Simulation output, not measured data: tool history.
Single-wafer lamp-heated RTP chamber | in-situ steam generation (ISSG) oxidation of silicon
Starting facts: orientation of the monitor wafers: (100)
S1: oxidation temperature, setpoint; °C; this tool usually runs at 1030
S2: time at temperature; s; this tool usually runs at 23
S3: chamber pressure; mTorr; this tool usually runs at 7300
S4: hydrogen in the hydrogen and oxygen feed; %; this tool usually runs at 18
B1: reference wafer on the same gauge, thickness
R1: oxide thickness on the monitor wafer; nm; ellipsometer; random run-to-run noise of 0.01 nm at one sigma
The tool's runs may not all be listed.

run 1 day=0.000 | S1=1030 S2=23 S3=7300 S4=12 | B1=7.749 | R1=6.239
run 2 day=0.692 | S1=1030 S2=23 S3=7300 S4=12 | B1=7.752 | R1=6.237
-- day=0.988 gauge calibrated
run 3 day=1.262 | S1=1030 S2=23 S3=7300 S4=12 | B1=7.748 | R1=6.240
run 4 day=1.654 | S1=1037 S2=23 S3=7300 S4=18 | B1=7.752 | R1=7.083
run 5 day=2.233 | S1=1037 S2=23 S3=7300 S4=18 | B1=7.747 | R1=7.093
run 6 day=2.788 | S1=1030 S2=23 S3=7300 S4=18 | B1=7.749 | R1=6.845
run 7 day=3.146 | S1=1030 S2=23 S3=7300 S4=18 | B1=7.752 | R1=6.838
run 8 day=3.408 | S1=1030 S2=23 S3=7300 S4=18 | B1=7.753 | R1=6.880
run 9 day=3.817 | S1=1044 S2=23 S3=7300 S4=15 | B1=7.753 | R1=7.103
-- day=4.188 pressure gauge zeroed
run 10 day=4.371 | S1=1044 S2=23 S3=7300 S4=15 | B1=7.752 | R1=7.082
run 11 day=5.017 | S1=1030 S2=18 S3=7300 S4=18 | B1=7.753 | R1=6.053
run 12 day=5.288 | S1=1010 S2=19 S3=7300 S4=24 | B1=7.748 | R1=6.113
run 13 day=5.829 | S1=1014 S2=15 S3=7300 S4=18 | B1=7.745 | R1=5.170
-- day=6.454 pyrometer window cleaned and pyrometer calibrated
run 14 day=6.475 | S1=1017 S2=23 S3=6900 S4=18 | B1=7.754 | R1=6.365
run 15 day=6.896 | S1=1030 S2=23 S3=7300 S4=12 | B1=7.748 | R1=6.222
-- day=7.079 gauge calibrated
-- day=7.246 hydrogen flow controller replaced
run 16 day=7.492 | S1=1030 S2=23 S3=7300 S4=18 | B1=7.754 | R1=6.806
run 17 day=7.888 | S1=1030 S2=23 S3=7300 S4=21 | B1=7.750 | R1=7.052
run 18 day=8.200 | S1=1030 S2=20 S3=7300 S4=15 | B1=7.753 | R1=6.077
run 19 day=8.596 | S1=1030 S2=23 S3=8300 S4=13 | B1=7.750 | R1=6.359
run 20 day=9.246 | S1=1030 S2=27 S3=6900 S4=11 | B1=7.755 | R1=6.620
run 21 day=9.979 | S1=1030 S2=23 S3=7300 S4=18 | B1=7.749 | R1=6.827
run 22 day=10.450 | S1=1030 S2=23 S3=8100 S4=18 | B1=7.750 | R1=6.818
run 23 day=11.062 | S1=1043 S2=23 S3=6900 S4=18 | B1=7.750 | R1=7.278

Predict each of these 3 candidate next runs independently; none follows another, all start after run 23:
run A day=11.079 | S1=1030 S2=23 S3=7300 S4=18 | B1=? | R1=?
run B day=11.079 | S1=1038 S2=23 S3=7300 S4=18 | B1=? | R1=?
run C day=11.079 | S1=1042 S2=26 S3=7300 S4=18 | B1=? | R1=?

run=A B1=7.749 R1=6.831
run=B B1=7.749 R1=7.119
run=C B1=7.749 R1=7.761
What these runs would have given with no unlogged condition in the tool:
run=A R1=6.804
run=B R1=7.089
run=C R1=7.727
